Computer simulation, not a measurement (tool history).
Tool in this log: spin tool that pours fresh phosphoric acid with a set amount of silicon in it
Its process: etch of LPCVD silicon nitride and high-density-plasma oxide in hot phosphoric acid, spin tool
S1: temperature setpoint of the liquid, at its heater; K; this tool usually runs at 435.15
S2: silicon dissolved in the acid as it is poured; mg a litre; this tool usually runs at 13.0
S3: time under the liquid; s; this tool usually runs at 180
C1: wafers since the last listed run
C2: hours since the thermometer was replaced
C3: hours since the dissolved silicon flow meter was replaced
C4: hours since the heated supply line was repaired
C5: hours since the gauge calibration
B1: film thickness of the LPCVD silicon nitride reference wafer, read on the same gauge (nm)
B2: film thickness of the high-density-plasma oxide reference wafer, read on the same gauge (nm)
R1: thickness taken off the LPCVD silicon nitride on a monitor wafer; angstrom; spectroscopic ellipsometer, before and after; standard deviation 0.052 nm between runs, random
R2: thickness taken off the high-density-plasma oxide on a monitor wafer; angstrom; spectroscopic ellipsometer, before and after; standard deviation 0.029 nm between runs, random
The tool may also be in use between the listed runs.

{"run": 1, "hour": 0.0, "S1": 434.15, "S2": 13.0, "S3": 180, "C1": 0, "C2": 1534.4, "C3": 142.1, "C4": 1924.1, "C5": 473.0, "B1": 89.99, "B2": 99.978, "R1": 134.5, "R2": 3.83}
{"run": 2, "hour": 56.8, "S1": 434.15, "S2": 13.0, "S3": 180, "C1": 420, "C2": 1591.2, "C3": 198.9, "C4": 1980.9, "C5": 529.8, "B1": 90.01, "B2": 99.987, "R1": 133.9, "R2": 3.83}
{"run": 3, "hour": 103.9, "S1": 433.65, "S2": 13.0, "S3": 105, "C1": 348, "C2": 1638.3, "C3": 246.0, "C4": 2028.0, "C5": 576.9, "B1": 89.99, "B2": 99.996, "R1": 76.6, "R2": 2.34}
{"run": 4, "hour": 145.7, "S1": 435.15, "S2": 13.0, "S3": 180, "C1": 309, "C2": 1680.1, "C3": 287.8, "C4": 2069.8, "C5": 618.7, "B1": 90.02, "B2": 99.993, "R1": 138.5, "R2": 4.48}
{"run": 5, "hour": 176.2, "S1": 435.15, "S2": 13.0, "S3": 180, "C1": 225, "C2": 1710.6, "C3": 318.3, "C4": 2100.3, "C5": 649.2, "B1": 90.01, "B2": 100.016, "R1": 137.5, "R2": 4.46}
{"run": 6, "hour": 229.7, "S1": 435.15, "S2": 13.0, "S3": 180, "C1": 396, "C2": 1764.1, "C3": 371.8, "C4": 2153.8, "C5": 702.7, "B1": 89.98, "B2": 100.006, "R1": 137.6, "R2": 3.92}
{"run": 7, "hour": 259.6, "S1": 435.15, "S2": 13.0, "S3": 180, "C1": 221, "C2": 1794.0, "C3": 401.7, "C4": 2183.7, "C5": 732.6, "B1": 90.0, "B2": 99.994, "R1": 137.9, "R2": 4.29}
{"run": 8, "hour": 324.5, "S1": 435.15, "S2": 13.0, "S3": 180, "C1": 480, "C2": 1858.9, "C3": 466.6, "C4": 2248.6, "C5": 797.5, "B1": 90.0, "B2": 100.022, "R1": 137.4, "R2": 4.09}
{"hour": 345.9, "done": "dissolved silicon flow meter replaced"}
{"run": 9, "hour": 379.8, "S1": 435.15, "S2": 13.0, "S3": 240, "C1": 402, "C2": 1914.2, "C3": 33.9, "C4": 2303.9, "C5": 852.8, "B1": 89.99, "B2": 99.997, "R1": 182.3, "R2": 5.79}
{"hour": 428.1, "done": "gauge calibrated"}
{"run": 10, "hour": 440.9, "S1": 435.15, "S2": 13.0, "S3": 215, "C1": 452, "C2": 1975.3, "C3": 95.0, "C4": 2365.0, "C5": 12.8, "B1": 89.97, "B2": 100.014, "R1": 161.8, "R2": 4.67}
{"hour": 506.6, "done": "thermometer replaced"}
{"hour": 570.4, "done": "heated supply line repaired"}
{"run": 11, "hour": 644.8, "S1": 435.15, "S2": 9.5, "S3": 180, "C1": 1495, "C2": 138.2, "C3": 298.9, "C4": 74.4, "C5": 216.7, "B1": 89.98, "B2": 100.022, "R1": 154.2, "R2": 5.77}
{"run": 12, "hour": 671.7, "S1": 437.65, "S2": 13.0, "S3": 75, "C1": 199, "C2": 165.1, "C3": 325.8, "C4": 101.3, "C5": 243.6, "B1": 90.0, "B2": 100.006, "R1": 69.4, "R2": 2.65}
{"run": 13, "hour": 718.5, "S1": 436.15, "S2": 21.0, "S3": 235, "C1": 346, "C2": 211.9, "C3": 372.6, "C4": 148.1, "C5": 290.4, "B1": 90.01, "B2": 99.997, "R1": 206.5, "R2": 6.03}
{"run": 14, "hour": 763.9, "S1": 434.15, "S2": 17.0, "S3": 180, "C1": 336, "C2": 257.3, "C3": 418.0, "C4": 193.5, "C5": 335.8, "B1": 89.99, "B2": 100.004, "R1": 148.3, "R2": 4.21}
{"hour": 775.4, "done": "dissolved silicon flow meter replaced"}
{"run": 15, "hour": 792.2, "S1": 435.15, "S2": 13.0, "S3": 180, "C1": 202, "C2": 285.6, "C3": 16.8, "C4": 221.8, "C5": 364.1, "B1": 90.0, "B2": 99.992, "R1": 152.5, "R2": 4.5}
{"run": 16, "hour": 844.6, "S1": 435.15, "S2": 13.0, "S3": 180, "C1": 388, "C2": 338.0, "C3": 69.2, "C4": 274.2, "C5": 416.5, "B1": 90.03, "B2": 99.991, "R1": 152.8, "R2": 5.13}
{"run": 17, "hour": 893.9, "S1": 437.15, "S2": 23.5, "S3": 275, "C1": 365, "C2": 387.3, "C3": 118.5, "C4": 323.5, "C5": 465.8, "B1": 90.01, "B2": 100.0, "R1": 247.8, "R2": 6.94}

Measured less the same run without the tool's hidden state. The same run-to-run variation is in both; the gauge's scatter may not be:
Hidden conditions of the tool in this case: liquid hotter than its thermometer reads (K); dissolved silicon flow below the setpoint (%); temperature lost on the way to the wafer (K); gauge reads high (%).
run=1 R1=-16.2 R2=-1.09
run=2 R1=-16.5 R2=-1.12
run=3 R1=-9.7 R2=-0.71
run=4 R1=-17.8 R2=-1.36
run=5 R1=-17.8 R2=-1.37
run=6 R1=-18.3 R2=-1.24
run=7 R1=-18.6 R2=-1.38
run=8 R1=-19.0 R2=-1.34
run=9 R1=-25.7 R2=-1.95
run=10 R1=-23.5 R2=-1.63
run=11 R1=-1.7 R2=-0.13
run=12 R1=-0.8 R2=-0.07
run=13 R1=-2.9 R2=-0.19
run=14 R1=-2.5 R2=-0.15
run=15 R1=-2.7 R2=-0.18
run=16 R1=-3.2 R2=-0.24
run=17 R1=-5.7 R2=-0.35
